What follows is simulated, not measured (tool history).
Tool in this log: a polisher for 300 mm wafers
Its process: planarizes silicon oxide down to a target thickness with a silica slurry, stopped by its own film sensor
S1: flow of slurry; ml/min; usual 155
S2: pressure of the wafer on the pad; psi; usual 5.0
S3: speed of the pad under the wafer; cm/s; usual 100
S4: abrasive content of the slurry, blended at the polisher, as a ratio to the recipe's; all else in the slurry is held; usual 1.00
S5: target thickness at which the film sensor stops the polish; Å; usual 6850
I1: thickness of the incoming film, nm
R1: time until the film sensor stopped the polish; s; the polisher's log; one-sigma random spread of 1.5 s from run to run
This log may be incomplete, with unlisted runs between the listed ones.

run 1 hour=0.0 | S1=155 S2=5.0 S3=74 S4=1.00 S5=6850 | I1=996.2 | R1=121.3
-- hour=14.9 worn pad replaced by a new one
run 2 hour=32.6 | S1=155 S2=5.0 S3=74 S4=1.00 S5=6850 | I1=995.3 | R1=106.4
run 3 hour=61.7 | S1=155 S2=5.0 S3=74 S4=1.00 S5=6850 | I1=988.5 | R1=107.4
run 4 hour=81.7 | S1=155 S2=5.0 S3=100 S4=0.85 S5=6850 | I1=988.3 | R1=101.5
-- hour=114.9 worn pad replaced by a new one
run 5 hour=115.4 | S1=155 S2=6.1 S3=78 S4=1.00 S5=6850 | I1=998.3 | R1=92.2
run 6 hour=137.7 | S1=155 S2=6.1 S3=78 S4=1.00 S5=6850 | I1=1010.7 | R1=96.1
run 7 hour=168.6 | S1=155 S2=6.1 S3=78 S4=1.00 S5=6850 | I1=991.0 | R1=91.8
-- hour=184.1 head pressure recalibrated
-- hour=205.5 worn pad replaced by a new one
run 8 hour=206.0 | S1=155 S2=4.5 S3=100 S4=1.00 S5=6850 | I1=994.1 | R1=99.0
run 9 hour=223.8 | S1=155 S2=4.5 S3=100 S4=1.00 S5=6850 | I1=1000.8 | R1=98.9
run 10 hour=252.0 | S1=155 S2=5.0 S3=100 S4=0.75 S5=6850 | I1=986.4 | R1=102.5
run 11 hour=264.3 | S1=155 S2=6.5 S3=100 S4=0.80 S5=6850 | I1=1008.3 | R1=88.9
-- hour=275.5 conditioning disc replaced and pad reconditioned
-- hour=286.6 slurry blender recalibrated
-- hour=295.5 worn pad replaced by a new one
run 12 hour=299.9 | S1=155 S2=5.0 S3=100 S4=1.00 S5=6850 | I1=988.7 | R1=85.9
run 13 hour=318.3 | S1=155 S2=3.7 S3=74 S4=1.00 S5=7720 | I1=996.1 | R1=99.9
-- hour=348.7 slurry nozzle cleaned
run 14 hour=349.2 | S1=155 S2=5.0 S3=100 S4=1.00 S5=6850 | I1=1006.1 | R1=97.3
run 15 hour=367.1 | S1=135 S2=4.4 S3=100 S4=1.00 S5=7560 | I1=1002.3 | R1=87.4
run 16 hour=383.4 | S1=155 S2=3.5 S3=120 S4=1.15 S5=7770 | I1=998.8 | R1=84.0
-- hour=389.6 worn pad replaced by a new one
run 17 hour=404.1 | S1=155 S2=5.0 S3=74 S4=1.00 S5=6850 | I1=998.3 | R1=110.3
run 18 hour=427.3 | S1=155 S2=5.0 S3=90 S4=1.10 S5=6850 | I1=991.2 | R1=94.0
run 19 hour=452.5 | S1=155 S2=5.0 S3=74 S4=1.00 S5=6850 | I1=1000.9 | R1=113.7

What would each run have given without the hidden state, its run-to-run variation left as it was?
Hidden conditions of the tool in this case: removal rate lost through wear of the pad, %; slurry flow missing at the pad, %; deviation of the head's pressure from its setpoint, %; abrasive missing from the slurry, %; time polished since the conditioner stopped cutting, s.
run=1 R1=107.1
run=2 R1=105.1
run=3 R1=102.6
run=4 R1=93.0
run=5 R1=91.3
run=6 R1=94.2
run=7 R1=86.3
run=8 R1=97.7
run=9 R1=97.0
run=10 R1=97.4
run=11 R1=82.5
run=12 R1=84.9
run=13 R1=97.9
run=14 R1=91.4
run=15 R1=78.8
run=16 R1=71.9
run=17 R1=109.2
run=18 R1=91.2
run=19 R1=105.3

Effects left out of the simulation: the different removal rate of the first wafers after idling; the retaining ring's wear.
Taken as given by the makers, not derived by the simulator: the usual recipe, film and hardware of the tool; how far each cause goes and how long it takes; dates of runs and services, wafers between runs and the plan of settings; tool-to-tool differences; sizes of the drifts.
